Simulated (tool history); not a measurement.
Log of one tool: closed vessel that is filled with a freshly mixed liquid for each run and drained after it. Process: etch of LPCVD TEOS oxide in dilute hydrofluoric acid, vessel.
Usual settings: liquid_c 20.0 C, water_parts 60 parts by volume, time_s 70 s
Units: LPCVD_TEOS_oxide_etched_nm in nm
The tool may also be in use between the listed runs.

run,hour,liquid_c,water_parts,time_s,"read-back film thickness of the LPCVD TEOS oxide reference wafer, read on the same gauge (nm)",LPCVD_TEOS_oxide_etched_nm
1,0.0,20.0,80,70,90.02,20.88
2,24.5,20.0,80,70,89.99,20.84
3,57.5,20.0,80,70,90.01,21.08
4,83.9,20.0,60,55,90.00,22.61
5,108.6,20.0,60,70,89.99,28.69
6,134.5,20.0,60,50,90.01,20.55
7,153.6,20.0,60,50,90.00,20.13
8,179.8,20.0,60,70,90.00,32.51
9,212.8,20.0,60,70,89.98,32.57
10,234.5,17.5,60,70,90.01,29.86
11,259.5,20.0,60,70,90.01,33.03
12,284.8,20.0,50,85,90.00,48.06
13,315.4,24.5,80,85,90.01,34.63
14,348.2,17.0,60,70,90.01,28.29
15,370.6,20.0,60,70,90.02,32.46
16,386.7,23.0,50,40,90.02,25.13
17,417.8,20.0,60,40,90.01,18.48
18,446.0,23.0,50,40,90.03,25.57
19,478.3,20.0,60,70,89.99,32.68
20,498.3,24.0,45,95,90.00,71.01
21,533.3,21.5,60,35,90.02,17.31

Not shown: 3 entries that the log had between the listed runs. Between which runs, and how does the tool's hidden state differ before and after?
Between runs 7 and 8: hydrofluoric acid flow meter replaced (hour 171.9)
  hydrofluoric acid flow below the setpoint (%): 13.5 -> 1.21
  measured less the result without the state, LPCVD_TEOS_oxide_etched_nm: -3.41 -> -0.43 nm
Between runs 10 and 11: gauge calibrated (hour 256.8)
  hydrofluoric acid flow below the setpoint (%): 1.52 -> 1.67
  measured less the result without the state, LPCVD_TEOS_oxide_etched_nm: -0.49 -> -0.61 nm
Between runs 14 and 15: thermometer replaced (hour 363.0)
  hydrofluoric acid flow below the setpoint (%): 2.17 -> 2.3
  measured less the result without the state, LPCVD_TEOS_oxide_etched_nm: -0.67 -> -0.82 nm
